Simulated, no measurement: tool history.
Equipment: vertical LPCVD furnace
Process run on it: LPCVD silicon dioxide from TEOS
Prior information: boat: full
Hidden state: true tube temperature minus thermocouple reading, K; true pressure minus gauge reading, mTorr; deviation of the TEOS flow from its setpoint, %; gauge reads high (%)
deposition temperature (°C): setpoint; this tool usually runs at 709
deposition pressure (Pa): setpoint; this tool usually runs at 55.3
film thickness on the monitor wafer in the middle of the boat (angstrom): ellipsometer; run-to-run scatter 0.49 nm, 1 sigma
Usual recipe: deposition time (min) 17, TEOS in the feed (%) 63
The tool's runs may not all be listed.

run	hour	deposition temperature (°C)	deposition pressure (Pa)	deposition time (min)	TEOS in the feed (%)	wafers since the last listed run	hours since the last temperature calibration	hours since the pressure gauge was zeroed	hours since the TEOS flow controller was replaced	hours since the gauge calibration	read-back reference wafer on the same gauge, thickness	film thickness on the monitor wafer in the middle of the boat (angstrom)
1	0	709	55.3	17	72	0	1273.8	2592.5	3161.4	26.8	205.09	2103.4
2	13.3	709	55.3	17	72	134	1287.1	2605.8	3174.7	40.1	204.79	2103.2
3	26.5	709	55.3	17	72	133	1300.3	2619	3187.9	53.3	204.9	2104.3
4	43.3	709	55.3	17	63	170	1317.1	2635.8	3204.7	70.1	205.04	1958.9
5	52.1	709	55.3	17	63	89	1325.9	2644.6	3213.5	78.9	205.02	1972.5
6	69.5	709	55.3	17	63	176	1343.3	2662	3230.9	96.3	205.14	1960.7
7	85.5	709	55.3	17	63	162	1359.3	2678	3246.9	112.3	205.1	1956.2
8	100.5	709	62	17	63	152	1374.3	2693	3261.9	127.3	204.83	2082.1
9	108.4	709	55.3	17	63	80	1382.2	2700.9	3269.8	135.2	205	1969.3
10	119	709	55.3	17	63	107	1392.8	2711.5	3280.4	145.8	205.04	1967.2
11	135.3	709	55.3	17	57	165	1409.1	2727.8	3296.7	162.1	204.96	1875.3
12	142.1	709	55.3	17	57	68	1415.9	2734.6	3303.5	168.9	204.88	1874
13	157.6	709	55.3	17	63	157	1431.4	2750.1	3319	184.4	204.95	1958.6
14	164.2	709	55.3	17	63	66	1438	2756.7	3325.6	191	205.11	1963.5
15	174.9	709	55.3	17	63	108	1448.7	2767.4	3336.3	201.7	205.11	1968.7
# hour 215.3: pressure gauge zeroed
# hour 231.1: TEOS flow controller replaced
16	231.6	709	55.3	14	63	171	1505.4	16.3	0.5	258.4	204.95	1618.6
17	235.8	698	46	11	75	42	1509.6	20.5	4.7	262.6	204.99	985.6
18	240.1	709	59.3	12.5	63	43	1513.9	24.8	9	266.9	204.94	1493.6
19	244.3	705	48	20	63	42	1518.1	29	13.2	271.1	204.99	1972.8
20	257.8	709	63.3	17	63	136	1531.6	42.5	26.7	284.6	205.02	2107
21	270.5	709	55.3	17	63	128	1544.3	55.2	39.4	297.3	205.02	1960.3
22	288	714	41.3	17	63	177	1561.8	72.7	56.9	314.8	205.18	1903.3
23	297.4	709	55.3	17	63	95	1571.2	82.1	66.3	324.2	204.87	1963.4
# hour 323.8: thermocouples replaced and temperature profile calibrated
24	324.3	709	45.3	14	53	29	0.5	109	93.2	351.1	204.91	1218.1
# hour 326.1: gauge calibrated
25	328.5	709	55.3	17	63	42	4.7	113.2	97.4	2.4	204.9	1782.5
26	342.4	717	67.3	17	69	140	18.6	127.1	111.3	16.3	205.02	2462.2
27	351.3	709	62.7	17	63	90	27.5	136	120.2	25.2	205.02	1895.1
28	368	709	55.3	17	73	169	44.2	152.7	136.9	41.9	205	1931.6
29	383.8	709	55.3	17	63	160	60	168.5	152.7	57.7	205.04	1798.3
30	400.2	703	55.3	19	55	166	76.4	184.9	169.1	74.1	204.97	1638.8
31	412.6	715	55.3	20	63	125	88.8	197.3	181.5	86.5	204.95	2436.9
32	425.5	709	59.3	12.5	63	130	101.7	210.2	194.4	99.4	205.12	1375.7

Each run again, without the hidden state but with its own random variation kept:
run	film thickness on the monitor wafer in the middle of the boat (angstrom)
1	1885.5
2	1884.9
3	1885.5
4	1754.8
5	1766.7
6	1755.8
7	1751.3
8	1863.7
9	1762.5
10	1760.4
11	1677.8
12	1676.6
13	1751.9
14	1756.2
15	1760.6
16	1446.7
17	878.6
18	1334.8
19	1761.4
20	1882.7
21	1751.4
22	1702.1
23	1753.7
24	1205
25	1762
26	2428.3
27	1865.6
28	1896
29	1760.5
30	1599.7
31	2375.4
32	1337.9
